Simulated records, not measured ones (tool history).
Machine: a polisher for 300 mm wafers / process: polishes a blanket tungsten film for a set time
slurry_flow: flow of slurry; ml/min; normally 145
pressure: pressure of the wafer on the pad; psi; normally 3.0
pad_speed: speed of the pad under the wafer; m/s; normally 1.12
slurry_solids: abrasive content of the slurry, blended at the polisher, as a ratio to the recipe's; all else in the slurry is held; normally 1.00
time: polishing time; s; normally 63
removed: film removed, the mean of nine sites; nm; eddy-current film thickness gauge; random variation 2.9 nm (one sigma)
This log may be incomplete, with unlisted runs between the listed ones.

| run | hour | slurry_flow | pressure | pad_speed | slurry_solids | time | wafers since the last listed run | wafers polished on this pad | hours since the slurry nozzle was cleaned | hours since the head pressure was calibrated | hours since the slurry blender was calibrated | hours since the slurry got fresh peroxide | incoming thickness of the incoming film, nm | removed |
|---|---|---|---|---|---|---|---|---|---|---|---|---|---|---|
| 1 | 0.0 | 145 | 3.0 | 1.12 | 1.00 | 63 | 0 | 45 | 162.0 | 1335.0 | 121.6 | 71.4 | 749.0 | 236.6 |
| 2 | 16.6 | 145 | 3.0 | 1.12 | 1.00 | 63 | 195 | 241 | 178.6 | 1351.6 | 138.2 | 88.0 | 753.6 | 237.2 |
|  | 30.2 | slurry blender recalibrated |
| 3 | 30.7 | 130 | 3.0 | 1.12 | 1.15 | 63 | 142 | 383 | 192.7 | 1365.7 | 0.5 | 102.1 | 738.4 | 268.5 |
| 4 | 42.2 | 130 | 3.0 | 1.12 | 1.15 | 63 | 135 | 519 | 204.2 | 1377.2 | 12.0 | 113.6 | 736.7 | 267.1 |
|  | 47.6 | worn pad replaced by a new one |
| 5 | 53.3 | 145 | 3.0 | 1.12 | 1.00 | 63 | 83 | 66 | 215.3 | 1388.3 | 23.1 | 124.7 | 766.6 | 267.3 |
| 6 | 63.7 | 145 | 3.0 | 1.12 | 1.00 | 63 | 122 | 189 | 225.7 | 1398.7 | 33.5 | 135.1 | 766.3 | 256.9 |
| 7 | 77.3 | 145 | 3.0 | 1.12 | 1.00 | 63 | 160 | 349 | 239.3 | 1412.3 | 47.1 | 148.7 | 748.3 | 257.9 |
|  | 83.6 | slurry nozzle cleaned |
| 8 | 84.7 | 145 | 3.0 | 1.12 | 1.00 | 63 | 75 | 425 | 1.1 | 1419.7 | 54.5 | 156.1 | 754.3 | 253.2 |
|  | 95.9 | worn pad replaced by a new one |
| 9 | 96.4 | 145 | 3.0 | 1.12 | 1.00 | 63 | 90 | 6 | 12.8 | 1431.4 | 66.2 | 167.8 | 738.5 | 256.9 |
| 10 | 102.1 | 145 | 3.0 | 1.12 | 1.00 | 63 | 67 | 73 | 18.5 | 1437.1 | 71.9 | 173.5 | 738.6 | 249.1 |
| 11 | 109.4 | 160 | 2.6 | 0.92 | 1.00 | 63 | 86 | 159 | 25.8 | 1444.4 | 79.2 | 180.8 | 751.6 | 194.8 |
| 12 | 118.1 | 145 | 3.0 | 1.12 | 1.00 | 63 | 102 | 262 | 34.5 | 1453.1 | 87.9 | 189.5 | 739.0 | 250.9 |
|  | 121.9 | slurry tank refilled with fresh slurry and peroxide |
| 13 | 133.2 | 145 | 3.0 | 1.12 | 1.00 | 63 | 166 | 428 | 49.6 | 1468.2 | 103.0 | 11.3 | 750.3 | 243.1 |
|  | 147.0 | worn pad replaced by a new one |
| 14 | 147.5 | 145 | 2.1 | 1.12 | 1.00 | 63 | 121 | 6 | 63.9 | 1482.5 | 117.3 | 25.6 | 746.7 | 196.6 |
| 15 | 157.9 | 100 | 3.0 | 1.12 | 1.00 | 63 | 122 | 128 | 74.3 | 1492.9 | 127.7 | 36.0 | 748.4 | 221.7 |
|  | 162.0 | slurry blender recalibrated |
|  | 162.4 | head pressure recalibrated |
| 16 | 165.2 | 130 | 3.0 | 1.40 | 1.20 | 63 | 57 | 186 | 81.6 | 2.8 | 3.2 | 43.3 | 746.9 | 331.8 |
| 17 | 180.5 | 185 | 3.6 | 1.12 | 1.10 | 63 | 180 | 366 | 96.9 | 18.1 | 18.5 | 58.6 | 751.7 | 316.6 |
|  | 197.5 | worn pad replaced by a new one |
| 18 | 212.1 | 95 | 3.3 | 1.12 | 1.00 | 63 | 325 | 172 | 128.5 | 49.7 | 50.1 | 90.2 | 748.6 | 244.2 |
| 19 | 226.1 | 145 | 3.0 | 1.12 | 0.70 | 63 | 165 | 337 | 142.5 | 63.7 | 64.1 | 104.2 | 748.1 | 227.7 |
|  | 239.3 | worn pad replaced by a new one |
| 20 | 239.8 | 145 | 3.0 | 1.12 | 1.00 | 63 | 114 | 5 | 156.2 | 77.4 | 77.8 | 117.9 | 757.2 | 251.2 |

Each row is a separate what-if for the run after 20, all from the same tool condition, not one after another. Results?
| A | 240.2 | 145 | 3.0 | 1.48 | 1.00 | 63 | 4 | 10 | 156.6 | 77.8 | 78.2 | 118.3 | 755.7 | ? |
| B | 240.2 | 145 | 2.2 | 1.48 | 1.00 | 63 | 4 | 10 | 156.6 | 77.8 | 78.2 | 118.3 | 755.7 | ? |
| C | 240.2 | 145 | 2.7 | 1.44 | 1.00 | 42 | 4 | 10 | 156.6 | 77.8 | 78.2 | 118.3 | 755.7 | ? |

| run | removed |
|---|---|
| A | 336.7 |
| B | 280.0 |
| C | 204.6 |
Take away the tool's hidden state, keep each run's random variation, and the runs would have read:
| run | removed |
|---|---|
| A | 357.3 |
| B | 297.1 |
| C | 217.1 |

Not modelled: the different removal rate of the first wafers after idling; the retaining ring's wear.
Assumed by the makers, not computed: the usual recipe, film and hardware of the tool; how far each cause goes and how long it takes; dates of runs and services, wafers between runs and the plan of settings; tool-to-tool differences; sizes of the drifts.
